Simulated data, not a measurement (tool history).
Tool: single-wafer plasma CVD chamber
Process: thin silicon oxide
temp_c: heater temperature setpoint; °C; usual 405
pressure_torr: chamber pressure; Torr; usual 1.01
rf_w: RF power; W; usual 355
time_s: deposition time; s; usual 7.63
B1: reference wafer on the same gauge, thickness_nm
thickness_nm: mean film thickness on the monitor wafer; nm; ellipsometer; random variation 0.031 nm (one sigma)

Run 1, hour 0.0: usual settings; B1 21.805. Result: thickness_nm 19.499 nm.
Run 2, hour 49.6: usual settings; B1 21.784. Result: thickness_nm 19.514 nm.
Run 3, hour 217.8: usual settings; B1 21.791. Result: thickness_nm 19.499 nm.
Run 4, hour 273.4: usual settings; B1 21.796. Result: thickness_nm 19.436 nm.
At hour 329.6: RF generator calibrated.
At hour 337.4: thermocouple changed; heater temperature recalibrated.
Run 5, hour 342.8: usual settings but time_s 7.05 s; B1 21.798. Result: thickness_nm 18.386 nm.
At hour 347.0: gauge calibrated.
Run 6, hour 410.9: usual settings but temp_c 397 °C; B1 21.792. Result: thickness_nm 20.012 nm.
At hour 461.9: capacitance manometer re-zeroed and calibrated.
Run 7, hour 466.7: usual settings but rf_w 405 W; B1 21.803. Result: thickness_nm 20.995 nm.
Run 8, hour 505.2: usual settings but temp_c 391 °C, pressure_torr 1.26 Torr, rf_w 410 W, time_s 8.41 s; B1 21.784. Result: thickness_nm 26.332 nm.
At hour 538.2: showerhead replaced.
Run 9, hour 538.7: usual settings but time_s 9.09 s; B1 21.800. Result: thickness_nm 24.119 nm.
Run 10, hour 580.3: usual settings but temp_c 417 °C, rf_w 330 W; B1 21.812. Result: thickness_nm 19.559 nm.
Run 11, hour 605.1: usual settings but pressure_torr 1.11 Torr, time_s 8.15 s; B1 21.803. Result: thickness_nm 22.611 nm.
Run 12, hour 647.4: usual settings but temp_c 412 °C, pressure_torr 0.83 Torr, rf_w 295 W; B1 21.806. Result: thickness_nm 16.761 nm.
Run 13, hour 710.9: usual settings but temp_c 418 °C, pressure_torr 0.77 Torr, rf_w 300 W, time_s 7.22 s; B1 21.806. Result: thickness_nm 15.066 nm.
Run 14, hour 738.3: usual settings; B1 21.801. Result: thickness_nm 20.036 nm.

Forecast each of these 4 alternatives for the next run:
Run A, hour 738.7: usual settings but pressure_torr 1.21 Torr; B1 ?. Result: thickness_nm ?.
Run B, hour 738.7: usual settings but temp_c 417 °C, pressure_torr 1.14 Torr, rf_w 330 W, time_s 9.15 s; B1 ?. Result: thickness_nm ?.
Run C, hour 738.7: usual settings but rf_w 400 W, time_s 8.69 s; B1 ?. Result: thickness_nm ?.
Run D, hour 738.7: usual settings but temp_c 416 °C, time_s 8.61 s; B1 ?. Result: thickness_nm ?.

run      B1  thickness_nm
  A  21.790        22.066
  B  21.790        24.866
  C  21.790        23.511
  D  21.790        22.381
Without the tool's hidden state the same runs would have given:
run  thickness_nm
  A        22.481
  B        25.334
  C        23.931
  D        22.802
